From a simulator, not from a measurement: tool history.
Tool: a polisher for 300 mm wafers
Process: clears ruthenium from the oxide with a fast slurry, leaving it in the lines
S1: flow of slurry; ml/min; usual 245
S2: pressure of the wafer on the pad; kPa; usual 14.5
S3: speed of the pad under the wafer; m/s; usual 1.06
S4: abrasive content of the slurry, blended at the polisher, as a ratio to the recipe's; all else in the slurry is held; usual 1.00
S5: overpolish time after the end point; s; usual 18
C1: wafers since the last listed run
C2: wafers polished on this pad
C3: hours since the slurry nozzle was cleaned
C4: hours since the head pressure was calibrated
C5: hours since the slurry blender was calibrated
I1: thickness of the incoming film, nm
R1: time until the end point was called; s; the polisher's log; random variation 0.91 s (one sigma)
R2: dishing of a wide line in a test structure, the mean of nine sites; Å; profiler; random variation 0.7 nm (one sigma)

{"run": 1, "hour": 0.0, "S1": 245, "S2": 14.5, "S3": 1.06, "S4": 1.1, "S5": 23, "C1": 0, "C2": 1628, "C3": 172.8, "C4": 493.6, "C5": 701.5, "I1": 247.7, "R1": 69.1, "R2": 665}
{"hour": 18.2, "done": "slurry blender recalibrated"}
{"run": 2, "hour": 88.9, "S1": 300, "S2": 14.5, "S3": 1.22, "S4": 1.0, "S5": 18, "C1": 575, "C2": 2203, "C3": 261.7, "C4": 582.5, "C5": 70.7, "I1": 251.5, "R1": 63.1, "R2": 609}
{"run": 3, "hour": 183.3, "S1": 300, "S2": 14.5, "S3": 1.22, "S4": 1.0, "S5": 18, "C1": 624, "C2": 2828, "C3": 356.1, "C4": 676.9, "C5": 165.1, "I1": 249.9, "R1": 61.3, "R2": 594}
{"run": 4, "hour": 233.9, "S1": 280, "S2": 14.5, "S3": 1.06, "S4": 0.75, "S5": 18, "C1": 334, "C2": 3163, "C3": 406.7, "C4": 727.5, "C5": 215.7, "I1": 253.4, "R1": 88.6, "R2": 446}
{"hour": 314.9, "done": "head pressure recalibrated"}
{"run": 5, "hour": 336.3, "S1": 245, "S2": 14.5, "S3": 1.42, "S4": 1.0, "S5": 18, "C1": 664, "C2": 3827, "C3": 509.1, "C4": 21.4, "C5": 318.1, "I1": 250.1, "R1": 52.7, "R2": 669}
{"run": 6, "hour": 419.4, "S1": 245, "S2": 14.5, "S3": 1.06, "S4": 1.0, "S5": 18, "C1": 549, "C2": 4377, "C3": 592.2, "C4": 104.5, "C5": 401.2, "I1": 250.8, "R1": 72.5, "R2": 504}
{"run": 7, "hour": 476.5, "S1": 245, "S2": 14.5, "S3": 1.06, "S4": 0.9, "S5": 18, "C1": 377, "C2": 4755, "C3": 649.3, "C4": 161.6, "C5": 458.3, "I1": 249.9, "R1": 78.7, "R2": 478}
{"hour": 528.7, "done": "worn pad replaced by a new one"}
{"run": 8, "hour": 557.3, "S1": 180, "S2": 19.3, "S3": 1.06, "S4": 1.0, "S5": 15, "C1": 508, "C2": 189, "C3": 730.1, "C4": 242.4, "C5": 539.1, "I1": 252.4, "R1": 56.2, "R2": 566}
{"hour": 687.4, "done": "slurry nozzle cleaned"}
{"hour": 697.5, "done": "slurry blender recalibrated"}
{"run": 9, "hour": 762.2, "S1": 170, "S2": 14.5, "S3": 1.06, "S4": 1.0, "S5": 26, "C1": 1336, "C2": 1525, "C3": 74.8, "C4": 447.3, "C5": 64.7, "I1": 246.6, "R1": 74.3, "R2": 694}
{"run": 10, "hour": 868.1, "S1": 215, "S2": 18.6, "S3": 0.88, "S4": 1.0, "S5": 18, "C1": 700, "C2": 2226, "C3": 180.7, "C4": 553.2, "C5": 170.6, "I1": 253.6, "R1": 68.1, "R2": 543}
{"run": 11, "hour": 913.8, "S1": 245, "S2": 18.6, "S3": 1.38, "S4": 1.0, "S5": 18, "C1": 302, "C2": 2528, "C3": 226.4, "C4": 598.9, "C5": 216.3, "I1": 250.7, "R1": 44.2, "R2": 808}
{"run": 12, "hour": 962.0, "S1": 245, "S2": 14.5, "S3": 0.7, "S4": 1.0, "S5": 18, "C1": 318, "C2": 2847, "C3": 274.6, "C4": 647.1, "C5": 264.5, "I1": 246.0, "R1": 107.5, "R2": 356}
{"run": 13, "hour": 1019.5, "S1": 275, "S2": 14.5, "S3": 0.82, "S4": 1.0, "S5": 18, "C1": 380, "C2": 3227, "C3": 332.1, "C4": 704.6, "C5": 322.0, "I1": 254.3, "R1": 94.8, "R2": 420}
{"run": 14, "hour": 1075.6, "S1": 245, "S2": 14.5, "S3": 1.06, "S4": 1.0, "S5": 18, "C1": 371, "C2": 3599, "C3": 388.2, "C4": 760.7, "C5": 378.1, "I1": 248.3, "R1": 70.9, "R2": 520}
{"hour": 1139.8, "done": "head pressure recalibrated"}
{"run": 15, "hour": 1140.7, "S1": 245, "S2": 18.6, "S3": 0.72, "S4": 1.1, "S5": 13, "C1": 417, "C2": 4016, "C3": 453.3, "C4": 0.9, "C5": 443.2, "I1": 248.2, "R1": 79.2, "R2": 364}
{"hour": 1204.7, "done": "worn pad replaced by a new one"}
{"run": 16, "hour": 1223.1, "S1": 275, "S2": 14.5, "S3": 1.06, "S4": 1.0, "S5": 18, "C1": 518, "C2": 121, "C3": 535.7, "C4": 83.3, "C5": 525.6, "I1": 252.9, "R1": 73.7, "R2": 527}
{"run": 17, "hour": 1265.6, "S1": 245, "S2": 14.5, "S3": 1.06, "S4": 0.8, "S5": 29, "C1": 281, "C2": 402, "C3": 578.2, "C4": 125.8, "C5": 568.1, "I1": 252.3, "R1": 83.7, "R2": 673}
{"run": 18, "hour": 1303.2, "S1": 245, "S2": 14.5, "S3": 1.06, "S4": 1.0, "S5": 18, "C1": 248, "C2": 651, "C3": 615.8, "C4": 163.4, "C5": 605.7, "I1": 250.3, "R1": 71.7, "R2": 524}
{"hour": 1371.8, "done": "slurry nozzle cleaned"}
{"hour": 1531.6, "done": "slurry blender recalibrated"}
{"run": 19, "hour": 1554.8, "S1": 245, "S2": 14.5, "S3": 0.92, "S4": 0.8, "S5": 18, "C1": 1645, "C2": 2296, "C3": 183.0, "C4": 415.0, "C5": 23.2, "I1": 245.5, "R1": 94.7, "R2": 407}

Forecast run 20:
{"run": 20, "hour": 1605.6, "S1": 190, "S2": 14.5, "S3": 1.06, "S4": 1.0, "S5": 26, "C1": 336, "C2": 2632, "C3": 233.8, "C4": 465.8, "C5": 74.0, "I1": 252.4, "R1": "?", "R2": "?"}

{"run 20": {"R1": 74.0, "R2": 685}}
Without the tool's hidden state the same run would have given R1 74.0 s, R2 685 Å.
